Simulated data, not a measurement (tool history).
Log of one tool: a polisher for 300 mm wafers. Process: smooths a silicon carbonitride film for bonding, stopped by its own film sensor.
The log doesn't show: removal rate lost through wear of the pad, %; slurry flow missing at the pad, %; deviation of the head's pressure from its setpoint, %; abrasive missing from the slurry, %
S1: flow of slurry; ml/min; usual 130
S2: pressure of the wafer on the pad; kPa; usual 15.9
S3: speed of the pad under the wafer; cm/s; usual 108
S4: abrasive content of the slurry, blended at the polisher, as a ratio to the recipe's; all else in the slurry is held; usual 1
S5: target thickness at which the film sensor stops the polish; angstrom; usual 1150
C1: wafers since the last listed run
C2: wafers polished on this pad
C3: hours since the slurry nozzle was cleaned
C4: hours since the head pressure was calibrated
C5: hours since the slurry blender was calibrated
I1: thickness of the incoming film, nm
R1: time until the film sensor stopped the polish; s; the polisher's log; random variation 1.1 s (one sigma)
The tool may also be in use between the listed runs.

run   hour   S1    S2   S3    S4    S5   C1    C2     C3     C4     C5     I1     R1
  1      0  130  15.9  122     1  1150    0   931  473.5  733.6   39.4  138.7   67.3
  2   15.9  130  15.9  122     1  1150  204  1135  489.4  749.5   55.3  138.5   67.4
  3   28.7  130  15.9  108     1  1150  164  1300  502.2  762.3   68.1  140.8   81.8
  4   37.8  130  15.9  108     1  1150  117  1417  511.3  771.4   77.2  139.8     77
  5   45.8  130  15.9  108   0.9  1150  102  1520  519.3  779.4   85.2  141.1   89.3
      57.8  -- worn pad replaced by a new one
  6   63.1  130  15.9  108     1  1150  171    68  536.6  796.7  102.5  142.8   85.4
  7   77.6  130  15.9  108     1  1150  186   254  551.1  811.2    117  140.2   79.2
      87.9  -- slurry nozzle cleaned
      90.9  -- head pressure recalibrated
  8   91.4  130  15.9  108     1  1150  138   393    3.5    0.5  130.8  141.3   83.1
  9  107.4  130  15.9  108     1  1150  205   599   19.5   16.5  146.8  139.2   74.4
 10    160  130  17.9  130     1  1150  676  1276   72.1   69.1  199.4  140.4   62.1
 11    172  130  15.9  108     1  1150  154  1430   84.1   81.1  211.4  142.3   83.8
     179.1  -- slurry blender recalibrated
     182.3  -- worn pad replaced by a new one
 12  182.8  130  15.9  108     1  1150   71     6   94.9   91.9    3.7  139.8   78.3
 13  190.6  130  15.9  122  0.75  1080  100   106  102.7   99.7   11.5  141.2    116
 14  200.7  130  15.9  108     1  1150  129   236  112.8  109.8   21.6  140.6   79.2
 15  210.5  130  15.9  108     1  1150  126   362  122.6  119.6   31.4  139.8   77.4
 16  227.1  150  15.9  108     1  1150  213   576  139.2  136.2     48  141.9   81.5
 17  241.8  130  15.9  108   1.1  1150  189   765  153.9  150.9   62.7  140.8   77.9
 18  251.1  130    11   80  0.75  1080  119   885  163.2  160.2     72  142.8  215.9
 19    281  130  15.9  108     1  1210  384  1269  193.1  190.1  101.9  138.4   53.9
 20  291.2  130  17.9  108     1  1150  131  1401  203.3  200.3  112.1  139.4   70.3
 21  302.8  130  15.9  108     1  1070  149  1550  214.9  211.9  123.7  138.8   99.7
     306.9  -- worn pad replaced by a new one
 22  311.6  130  15.9  108     1  1150   61    60  223.7  220.7  132.5    139     76
 23  362.2  145  15.9  108     1  1180  650   710  274.3  271.3  183.1  137.5   58.9
 24  372.9  145  19.3  108  0.75  1150  137   848    285    282  193.8  139.5   80.5
     379.7  -- slurry blender recalibrated
 25  386.9  145  15.9  108     1  1150  154  1002    299    296    7.2  140.5   76.9
 26  396.3  130  15.9  108     1  1150  120  1123  308.4  305.4   16.6  137.4     71
 27    407  130  19.3  108     1  1150  137  1261  319.1  316.1   27.3  140.8   68.6
 28  421.3  130  15.9  108     1  1150  183  1445  333.4  330.4   41.6  140.6   80.9
     439.9  -- worn pad replaced by a new one
 29  440.4  130  15.9  108     1  1150  194     6  352.5  349.5   60.7  140.9   82.2
 30  489.3  130  18.6  108  1.15  1150  629   635  401.4  398.4  109.6  139.5   63.7
 31  499.4  115  17.9  108   1.3  1120  129   765  411.5  408.5  119.7  138.7   69.1

Forecast each of these 3 alternatives for the next run:
  A  499.8  130  15.9  108   1  1150   5  770  411.9  408.9  120.1  140.4   ?
  B  499.8  105  15.9  120   1  1150   5  770  411.9  408.9  120.1  140.4   ?
  C  499.8  130  17.9  108   1  1190   5  770  411.9  408.9  120.1  140.4   ?

run    R1
  A  78.9
  B  75.1
  C  60.9
Without the tool's hidden state the same runs would have given:
run    R1
  A  78.9
  B  75.1
  C  60.9

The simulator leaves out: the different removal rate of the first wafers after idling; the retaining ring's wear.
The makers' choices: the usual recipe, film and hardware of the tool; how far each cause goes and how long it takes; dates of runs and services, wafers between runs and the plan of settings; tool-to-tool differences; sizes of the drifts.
